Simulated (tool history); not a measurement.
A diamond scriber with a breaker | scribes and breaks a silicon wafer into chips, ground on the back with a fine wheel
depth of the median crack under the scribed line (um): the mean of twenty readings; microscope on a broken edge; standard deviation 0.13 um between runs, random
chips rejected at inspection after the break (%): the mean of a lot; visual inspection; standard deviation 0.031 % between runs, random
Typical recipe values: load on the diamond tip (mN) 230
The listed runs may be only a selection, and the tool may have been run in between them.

| run | hour | load on the diamond tip (mN) | incoming depth of the damage left on the back of the incoming wafer, um | depth of the median crack under the scribed line (um) | chips rejected at inspection after the break (%) |
|---|---|---|---|---|---|
| 1 | 0 | 230 | 2.63 | 13.26 | 1.14 |
| 2 | 68.7 | 230 | 1.97 | 13.17 | 0.79 |
| 3 | 128.3 | 230 | 2.38 | 13.37 | 1.01 |
| 4 | 200.4 | 230 | 2.57 | 13.22 | 1.11 |
| 5 | 247 | 230 | 2.14 | 13.12 | 0.84 |
| 6 | 331.4 | 230 | 2.56 | 13.19 | 1.11 |
|  | 368.1 | diamond tip replaced by a new one |
| 7 | 410.8 | 230 | 2.63 | 13.17 | 1.21 |
| 8 | 481.6 | 230 | 2.59 | 12.75 | 1.18 |
| 9 | 562.4 | 272 | 2.36 | 14.17 | 1.57 |
| 10 | 638.9 | 272 | 2.05 | 14.2 | 1.44 |
| 11 | 703.9 | 272 | 1.81 | 14.42 | 1.24 |
| 12 | 747.7 | 230 | 2.89 | 12.53 | 1.51 |
| 13 | 803.5 | 275 | 2.47 | 14.19 | 1.44 |
| 14 | 890.8 | 211 | 2.62 | 11.89 | 2.09 |
| 15 | 973.2 | 211 | 2.81 | 11.86 | 2.5 |
| 16 | 1044.8 | 230 | 2.27 | 12.42 | 1.4 |
| 17 | 1092.6 | 282 | 2.05 | 14.07 | 1.13 |
| 18 | 1169.7 | 282 | 2.38 | 13.6 | 1.17 |
|  | 1219.7 | load on the tip recalibrated |
|  | 1233.5 | diamond tip replaced by a new one, of another model than before |
| 19 | 1237.3 | 177 | 2.65 | 9.69 | 9.07 |
| 20 | 1334.5 | 250 | 2.77 | 14.58 | 1.75 |
| 21 | 1431.3 | 230 | 2.68 | 13.06 | 1.19 |
| 22 | 1517.3 | 169 | 2.17 | 9.07 | 12.07 |
| 23 | 1574.6 | 230 | 2.79 | 13.27 | 1.3 |
| 24 | 1679.3 | 209 | 2.32 | 11.85 | 2.05 |
| 25 | 1737 | 212 | 2.83 | 11.73 | 2.36 |
| 26 | 1788.5 | 188 | 1.69 | 10.37 | 5.32 |
| 27 | 1834.2 | 230 | 2.09 | 12.99 | 0.86 |
| 28 | 1968.1 | 279 | 2.21 | 15.7 | 3.37 |
| 29 | 2018.7 | 253 | 2.73 | 14.13 | 1.5 |
| 30 | 2062.6 | 230 | 1.58 | 12.86 | 0.71 |
| 31 | 2106 | 250 | 2.3 | 13.79 | 1.08 |
| 32 | 2202.3 | 195 | 2.36 | 10.45 | 5.7 |
|  | 2222.9 | diamond tip replaced by a new one |
| 33 | 2300.8 | 230 | 2.18 | 12.46 | 1.24 |
| 34 | 2383.7 | 278 | 2.19 | 14.91 | 2.16 |
| 35 | 2431.1 | 230 | 1.75 | 12.04 | 1.3 |
| 36 | 2515 | 163 | 2.32 | 7.99 | 20.13 |
| 37 | 2620.4 | 230 | 2.15 | 11.67 | 2.14 |
| 38 | 2718.9 | 270 | 1.64 | 13.64 | 0.73 |
| 39 | 2759.6 | 202 | 1.63 | 9.8 | 7.32 |
| 40 | 2798.1 | 230 | 2.85 | 11.4 | 3.38 |

Some steps in depth of the median crack under the scribed line (um), run to run, broken into two amounts with sign: the step expected even without the hidden condition (settings, incoming material, random variation), and the rest, left for the hidden condition together with whatever gauge scatter is not in both the measured and the hidden-condition-free result:
Unlogged tool condition in this case: share of the diamond tip's cutting effectiveness lost through wear, %; deviation of the load on the tip from its setpoint, %.
Run 18 -> 19: load on the diamond tip (mN) 282 -> 177, load on the tip recalibrated, diamond tip replaced by a new one, of another model than before. depth of the median crack under the scribed line (um) -3.91: hidden state +1.12, all else -5.03.
Run 19 -> 20: load on the diamond tip (mN) 177 -> 250. depth of the median crack under the scribed line (um) +4.89: hidden state +0.04, all else +4.85.
Run 22 -> 23: load on the diamond tip (mN) 169 -> 230. depth of the median crack under the scribed line (um) +4.2: hidden state -0.01, all else +4.21.
Run 35 -> 36: load on the diamond tip (mN) 230 -> 163. depth of the median crack under the scribed line (um) -4.05: hidden state +0.2, all else -4.25.
Run 36 -> 37: load on the diamond tip (mN) 163 -> 230. depth of the median crack under the scribed line (um) +3.68: hidden state -0.59, all else +4.27.
Run 37 -> 38: load on the diamond tip (mN) 230 -> 270. depth of the median crack under the scribed line (um) +1.97: hidden state -0.51, all else +2.48.

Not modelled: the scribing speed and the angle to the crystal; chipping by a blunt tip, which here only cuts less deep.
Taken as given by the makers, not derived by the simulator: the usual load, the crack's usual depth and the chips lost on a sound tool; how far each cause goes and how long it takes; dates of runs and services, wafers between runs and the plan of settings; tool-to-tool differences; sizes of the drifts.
